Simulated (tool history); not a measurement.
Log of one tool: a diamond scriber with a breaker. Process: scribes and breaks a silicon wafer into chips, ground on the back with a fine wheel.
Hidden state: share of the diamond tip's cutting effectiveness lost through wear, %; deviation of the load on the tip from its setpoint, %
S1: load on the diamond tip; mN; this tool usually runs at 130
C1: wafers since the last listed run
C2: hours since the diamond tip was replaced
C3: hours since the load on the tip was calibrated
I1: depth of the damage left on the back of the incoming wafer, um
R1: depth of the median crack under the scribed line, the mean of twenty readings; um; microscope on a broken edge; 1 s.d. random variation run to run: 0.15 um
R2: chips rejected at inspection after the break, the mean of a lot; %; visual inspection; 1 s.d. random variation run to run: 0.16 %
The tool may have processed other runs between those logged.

run 1 hour=0.0 | S1=130 | C1=0 C2=29.6 C3=368.3 | I1=2.25 | R1=14.92 R2=2.05
-- hour=21.9 load on the tip recalibrated
run 2 hour=24.0 | S1=130 | C1=70 C2=53.6 C3=2.1 | I1=2.16 | R1=14.72 R2=2.10
run 3 hour=44.3 | S1=130 | C1=64 C2=73.9 C3=22.4 | I1=2.23 | R1=14.77 R2=2.02
run 4 hour=79.2 | S1=130 | C1=111 C2=108.8 C3=57.3 | I1=2.94 | R1=14.74 R2=2.46
run 5 hour=108.8 | S1=130 | C1=94 C2=138.4 C3=86.9 | I1=1.77 | R1=14.87 R2=1.82
run 6 hour=129.2 | S1=130 | C1=65 C2=158.8 C3=107.3 | I1=2.80 | R1=14.56 R2=2.38
run 7 hour=151.6 | S1=145 | C1=71 C2=181.2 C3=129.7 | I1=2.36 | R1=15.89 R2=2.07
run 8 hour=170.4 | S1=145 | C1=60 C2=200.0 C3=148.5 | I1=1.55 | R1=15.55 R2=1.84
run 9 hour=203.7 | S1=130 | C1=106 C2=233.3 C3=181.8 | I1=2.44 | R1=14.83 R2=2.38
-- hour=213.5 diamond tip replaced by a new one
run 10 hour=233.3 | S1=130 | C1=88 C2=19.8 C3=211.4 | I1=1.63 | R1=14.99 R2=1.79
run 11 hour=268.7 | S1=154 | C1=113 C2=55.2 C3=246.8 | I1=2.59 | R1=16.07 R2=2.64
run 12 hour=296.0 | S1=154 | C1=87 C2=82.5 C3=274.1 | I1=1.69 | R1=16.34 R2=2.90
run 13 hour=400.8 | S1=154 | C1=334 C2=187.3 C3=378.9 | I1=2.88 | R1=16.44 R2=3.39
run 14 hour=419.7 | S1=118 | C1=60 C2=206.2 C3=397.8 | I1=1.87 | R1=13.92 R2=1.82
run 15 hour=448.5 | S1=118 | C1=92 C2=235.0 C3=426.6 | I1=1.79 | R1=14.01 R2=2.30
-- hour=475.8 load on the tip recalibrated
run 16 hour=478.7 | S1=157 | C1=90 C2=265.2 C3=2.9 | I1=2.92 | R1=16.70 R2=3.28
run 17 hour=501.1 | S1=157 | C1=71 C2=287.6 C3=25.3 | I1=2.95 | R1=16.48 R2=3.59
-- hour=507.9 diamond tip replaced by a new one
run 18 hour=528.7 | S1=101 | C1=81 C2=20.8 C3=52.9 | I1=2.14 | R1=12.60 R2=3.87
run 19 hour=560.7 | S1=130 | C1=102 C2=52.8 C3=84.9 | I1=2.93 | R1=14.79 R2=2.51
run 20 hour=581.7 | S1=130 | C1=67 C2=73.8 C3=105.9 | I1=2.96 | R1=14.99 R2=2.03
run 21 hour=615.6 | S1=130 | C1=108 C2=107.7 C3=139.8 | I1=1.62 | R1=15.06 R2=1.92
run 22 hour=633.7 | S1=104 | C1=57 C2=125.8 C3=157.9 | I1=1.93 | R1=13.08 R2=3.98
run 23 hour=657.3 | S1=106 | C1=75 C2=149.4 C3=181.5 | I1=2.57 | R1=13.36 R2=3.95
run 24 hour=689.6 | S1=143 | C1=103 C2=181.7 C3=213.8 | I1=2.99 | R1=15.82 R2=2.57
run 25 hour=722.7 | S1=130 | C1=105 C2=214.8 C3=246.9 | I1=1.56 | R1=15.19 R2=1.60
run 26 hour=741.7 | S1=154 | C1=60 C2=233.8 C3=265.9 | I1=1.78 | R1=16.51 R2=3.08
run 27 hour=756.7 | S1=146 | C1=47 C2=248.8 C3=280.9 | I1=2.88 | R1=15.90 R2=2.53
-- hour=760.0 diamond tip replaced by a new one
run 28 hour=782.9 | S1=114 | C1=77 C2=22.9 C3=307.1 | I1=2.89 | R1=13.88 R2=3.35
run 29 hour=798.2 | S1=98 | C1=48 C2=38.2 C3=322.4 | I1=2.62 | R1=12.47 R2=4.91
run 30 hour=815.6 | S1=108 | C1=55 C2=55.6 C3=339.8 | I1=2.18 | R1=13.31 R2=3.06
run 31 hour=835.7 | S1=91 | C1=64 C2=75.7 C3=359.9 | I1=1.60 | R1=11.93 R2=5.91
run 32 hour=863.8 | S1=115 | C1=89 C2=103.8 C3=388.0 | I1=1.71 | R1=13.55 R2=2.45
run 33 hour=880.1 | S1=92 | C1=52 C2=120.1 C3=404.3 | I1=2.14 | R1=11.85 R2=6.14
run 34 hour=911.4 | S1=96 | C1=100 C2=151.4 C3=435.6 | I1=2.43 | R1=12.24 R2=5.09
run 35 hour=935.4 | S1=113 | C1=76 C2=175.4 C3=459.6 | I1=1.79 | R1=13.54 R2=2.68
run 36 hour=965.4 | S1=92 | C1=95 C2=205.4 C3=489.6 | I1=1.77 | R1=12.04 R2=5.76
-- hour=980.8 load on the tip recalibrated
-- hour=985.7 diamond tip replaced by a new one
run 37 hour=992.0 | S1=158 | C1=72 C2=6.3 C3=11.2 | I1=2.03 | R1=16.61 R2=3.35
run 38 hour=1017.1 | S1=109 | C1=80 C2=31.4 C3=36.3 | I1=1.83 | R1=13.07 R2=2.93
run 39 hour=1051.7 | S1=162 | C1=110 C2=66.0 C3=70.9 | I1=1.55 | R1=16.90 R2=3.29
run 40 hour=1069.7 | S1=130 | C1=57 C2=84.0 C3=88.9 | I1=1.74 | R1=14.85 R2=1.76
run 41 hour=1086.8 | S1=119 | C1=54 C2=101.1 C3=106.0 | I1=2.84 | R1=14.02 R2=2.67

Alternative continuations, all from the tool just after run 41; predict every row:
run A hour=1087.4 | S1=152 | C1=1 C2=101.7 C3=106.6 | I1=1.50 | R1=? R2=?
run B hour=1087.4 | S1=93 | C1=1 C2=101.7 C3=106.6 | I1=1.50 | R1=? R2=?
run C hour=1087.4 | S1=156 | C1=1 C2=101.7 C3=106.6 | I1=1.50 | R1=? R2=?

run=A R1=16.27 R2=2.86
run=B R1=12.02 R2=5.98
run=C R1=16.54 R2=3.18
Had the tool no hidden state, the same runs would have come out as:
run=A R1=16.27 R2=2.86
run=B R1=12.02 R2=5.98
run=C R1=16.54 R2=3.18
